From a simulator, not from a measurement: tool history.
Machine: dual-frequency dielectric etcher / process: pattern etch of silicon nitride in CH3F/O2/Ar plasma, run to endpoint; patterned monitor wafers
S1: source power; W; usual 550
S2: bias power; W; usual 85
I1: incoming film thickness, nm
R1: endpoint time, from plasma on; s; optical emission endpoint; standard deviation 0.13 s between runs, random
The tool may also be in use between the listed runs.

run,day,S1,S2,I1,R1
1,0.000,550,85,30.98,35.9
# day 0.442: wet clean of the chamber
2,0.804,550,85,31.20,35.8
3,1.542,550,85,31.06,35.3
4,2.246,550,85,30.89,35.1
5,3.038,550,85,30.94,35.5
6,3.646,550,85,31.23,35.8
7,4.675,550,85,31.19,35.6
8,5.321,550,97,31.21,33.2
9,6.817,550,97,30.94,33.0
10,8.188,550,97,31.09,33.4
11,8.946,620,100,31.17,31.3
# day 9.650: bias power generator calibrated
12,9.717,550,85,31.22,36.0
13,10.750,550,85,30.95,35.7
14,11.371,590,96,30.77,32.3
15,12.533,590,96,30.83,32.4
16,13.558,550,85,30.81,35.8
17,14.379,670,75,31.02,35.6

Forecast run 18:
18,15.075,550,85,31.33,?

{"run 18": {"R1": 36.1}}
If the tool had no hidden condition, the same run with the same run-to-run variation would have returned R1 35.5 s.
